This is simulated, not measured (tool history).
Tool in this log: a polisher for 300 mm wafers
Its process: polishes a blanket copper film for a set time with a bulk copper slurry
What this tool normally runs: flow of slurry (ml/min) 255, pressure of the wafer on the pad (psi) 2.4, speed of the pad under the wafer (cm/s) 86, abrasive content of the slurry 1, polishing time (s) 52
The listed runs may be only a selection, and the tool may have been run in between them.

run    hour  flow of slurry (ml/min)  pressure of the wafer on the pad (psi)  speed of the pad under the wafer (cm/s)  abrasive content of the slurry  polishing time (s)  incoming thickness of the incoming film, nm  film removed (Å)
  1       0                      255                                     2.4                                       78                               1                  52                                       2139.3              3350
  2    37.4                      255                                     2.4                                       86                               1                  52                                       2137.1              3644
  3      96                      255                                     2.4                                       86                               1                  52                                       2115.8              3695
  4   190.6                      255                                     2.4                                       86                               1                  52                                       2132.9              3650
  5   298.1                      255                                     2.4                                       86                               1                  47                                       2077.7              3524
  6   371.6                      235                                     2.4                                       86                               1                  52                                       2131.7              3891
  7   476.4                      235                                     2.4                                       86                               1                  52                                       2091.6              3893
  8   583.5                      235                                     2.4                                       86                               1                  52                                       2117.4              3735
  9     640                      255                                     2.4                                      104                               1                  52                                       2117.2              4599
 10   687.9                      255                                     2.4                                      104                               1                  52                                       2143.3              4593
 11   795.4                      255                                     2.4                                       86                               1                  52                                       2122.5              3666
 12   896.8                      205                                     3.1                                       86                             0.7                  69                                       2158.8              6057
 13   935.2                      280                                     2.9                                       86                            0.85                  65                                       2094.9              5788
 14  1006.6                      255                                     1.8                                       86                               1                  52                                       2096.4              2959
 15  1050.6                      300                                     2.4                                       86                               1                  47                                       2147.1              3621
 16  1154.6                      255                                     2.4                                       86                               1                  52                                       2116.6              3825
 17  1220.6                      255                                     2.8                                       86                            1.15                  52                                       2091.8              4688
 18  1266.4                      235                                     2.4                                       86                               1                  52                                       2123.7              3645
 19  1336.6                      255                                     2.4                                       86                               1                  52                                       2141.8              3726
 20  1437.6                      255                                     2.4                                       86                               1                  52                                         2124              3963
 21  1491.8                      255                                     2.7                                       86                               1                  52                                       2119.9              4338
 22  1576.5                      255                                     2.4                                       86                               1                  52                                       2120.7              3923
 23    1663                      255                                     2.4                                       86                               1                  52                                       2095.4              3824
 24  1827.3                      255                                     2.4                                       86                               1                  52                                       2104.3              3894
 25  1877.2                      195                                     2.4                                       86                               1                  45                                         2090              3257
 26  1957.7                      220                                     2.7                                       86                            0.75                  40                                       2098.9              3055
 27  2009.2                      210                                     2.4                                      114                               1                  52                                         2108              4732
 28  2077.3                      255                                     2.4                                       86                               1                  52                                       2111.2              3891
 29  2134.9                      180                                     2.4                                      102                            1.15                  52                                       2124.8              4476
 30    2173                      255                                     3.1                                       60                             0.7                  52                                       2108.8              3520
 31  2269.1                      330                                     2.4                                       76                               1                  52                                       2153.8              3689

The log once held 16 entries between its listed runs, left out of this copy. Where does each go, and what is different about the tool's unlogged condition between the listed run before it and the listed run after it?
After run 4, before run 5: slurry nozzle cleaned (hour 232.8)
  slurry flow missing at the pad, %: 46.5 -> 5.47
  measured minus no-state result, film removed (Å): -417 -> -24
After run 5, before run 6: worn pad replaced by a new one (hour 363.8)
  slurry flow missing at the pad, %: 5.47 -> 10.5
  measured minus no-state result, film removed (Å): -24 -> -59
After run 6, before run 7: head pressure recalibrated (hour 385.8); slurry blender recalibrated (hour 413)
  slurry flow missing at the pad, %: 10.5 -> 17.7
  measured minus no-state result, film removed (Å): -59 -> -109
After run 11, before run 12: slurry nozzle cleaned (hour 873.8); worn pad replaced by a new one (hour 877.9)
  slurry flow missing at the pad, %: 39.6 -> 5.27
  measured minus no-state result, film removed (Å): -306 -> -50
After run 13, before run 14: head pressure recalibrated (hour 945.2); slurry blender recalibrated (hour 949)
  slurry flow missing at the pad, %: 7.91 -> 12.8
  measured minus no-state result, film removed (Å): -53 -> -51
After run 19, before run 20: slurry nozzle cleaned (hour 1386.4)
  slurry flow missing at the pad, %: 35.5 -> 4.16
  measured minus no-state result, film removed (Å): -257 -> -20
After run 20, before run 21: worn pad replaced by a new one, of another model than before (hour 1461.5)
  slurry flow missing at the pad, %: 4.16 -> 7.88
  measured minus no-state result, film removed (Å): -20 -> -22
After run 21, before run 22: slurry blender recalibrated (hour 1527.8)
  slurry flow missing at the pad, %: 7.88 -> 13.7
  measured minus no-state result, film removed (Å): -22 -> -37
After run 22, before run 23: head pressure recalibrated (hour 1602.3)
  slurry flow missing at the pad, %: 13.7 -> 19.6
  measured minus no-state result, film removed (Å): -37 -> -52
After run 25, before run 26: slurry nozzle cleaned (hour 1897.9)
  slurry flow missing at the pad, %: 34.3 -> 8.69
  measured minus no-state result, film removed (Å): -101 -> -18
After run 26, before run 27: worn pad replaced by a new one (hour 2001.4)
  slurry flow missing at the pad, %: 8.69 -> 12.2
  measured minus no-state result, film removed (Å): -18 -> -43
After run 27, before run 28: slurry blender recalibrated (hour 2070.5)
  slurry flow missing at the pad, %: 12.2 -> 16.9
  measured minus no-state result, film removed (Å): -43 -> -45
After run 30, before run 31: head pressure recalibrated (hour 2245.1)
  slurry flow missing at the pad, %: 23.5 -> 30.1
  measured minus no-state result, film removed (Å): -60 -> -72
